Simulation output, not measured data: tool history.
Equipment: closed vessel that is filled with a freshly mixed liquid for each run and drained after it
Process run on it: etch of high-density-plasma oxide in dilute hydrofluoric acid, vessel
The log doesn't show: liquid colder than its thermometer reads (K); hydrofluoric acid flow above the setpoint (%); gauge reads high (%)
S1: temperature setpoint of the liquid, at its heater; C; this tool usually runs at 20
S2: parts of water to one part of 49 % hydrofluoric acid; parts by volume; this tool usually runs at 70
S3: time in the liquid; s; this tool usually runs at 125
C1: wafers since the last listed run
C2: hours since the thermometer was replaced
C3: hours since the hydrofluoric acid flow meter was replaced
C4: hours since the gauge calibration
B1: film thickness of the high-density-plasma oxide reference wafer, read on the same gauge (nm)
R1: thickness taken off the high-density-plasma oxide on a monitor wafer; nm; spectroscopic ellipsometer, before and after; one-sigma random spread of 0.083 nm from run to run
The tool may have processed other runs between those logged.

run    hour    S1  S2   S3     C1      C2      C3      C4      B1     R1
  1       0    20  70  125      0   895.9   649.7   428.3  139.99  11.96
  2    38.6    20  70  125   4160   934.5   688.3   466.9  140.01  12.01
  3   135.4    20  70  125  10432  1031.3   785.1   563.7  139.97  11.96
  4   208.5    20  70  145   7878  1104.4   858.2   636.8  140.02  13.83
  5   253.7    20  70  145   4871  1149.6   903.4     682  139.99  13.86
        328  -- thermometer replaced
  6   337.6    20  70  125   8934     9.6   987.3   765.9     140   12.8
  7   438.5  23.5  70  125  10874   110.5  1088.2   866.8  140.01  14.88
  8   546.2  22.5  70  125  11607   218.2  1195.9   974.5  139.98  14.09
  9   673.9    20  70   85  13763   345.9  1323.6  1102.2  140.01   8.61
 10   834.2    20  70   85  17276   506.2  1483.9  1262.5     140   8.47
 11   884.9    20  45  125   5464   556.9  1534.6  1313.2  139.99  20.19
 12     995    20  70  125  11866     667  1644.7  1423.3  139.96  12.38
 13  1064.5  23.5  90  125   7490   736.5  1714.2  1492.8  140.02   10.9
 14    1131    17  80  180   7167     803  1780.7  1559.3  139.98  13.57
 15  1207.9    17  95  165   8288   879.9  1857.6  1636.2  140.01  10.18
     1253.6  -- hydrofluoric acid flow meter replaced
 16  1280.4    20  70  125   7706   952.4    26.8  1708.7  139.99  11.75
     1287.8  -- thermometer replaced
 17  1318.7    23  90  125   4020    30.9    65.1    1747  140.01  10.87
     1326.8  -- gauge calibrated
 18    1415    20  70  125  10378   127.2   161.4    88.2  140.03  12.47
 19  1473.3    17  35  185   6283   185.5   219.7   146.5  139.99  33.81
 20  1543.3  21.5  70  125   7544   255.5   289.7   216.5  139.97  13.37
 21  1615.3    20  70  145   7759   327.5   361.7   288.5  140.02   14.5
 22  1722.3    23  70  125  11532   434.5   468.7   395.5  139.98  13.92

Each run again, without the hidden state but with its own random variation kept:
run     R1
  1  12.56
  2  12.64
  3  12.64
  4  14.67
  5  14.73
  6  12.63
  7  14.74
  8  14.02
  9   8.63
 10   8.56
 11  20.49
 12  12.61
 13  11.09
 14  13.92
 15  10.47
 16  12.67
 17  10.89
 18  12.54
 19  34.13
 20  13.52
 21  14.72
 22  14.19

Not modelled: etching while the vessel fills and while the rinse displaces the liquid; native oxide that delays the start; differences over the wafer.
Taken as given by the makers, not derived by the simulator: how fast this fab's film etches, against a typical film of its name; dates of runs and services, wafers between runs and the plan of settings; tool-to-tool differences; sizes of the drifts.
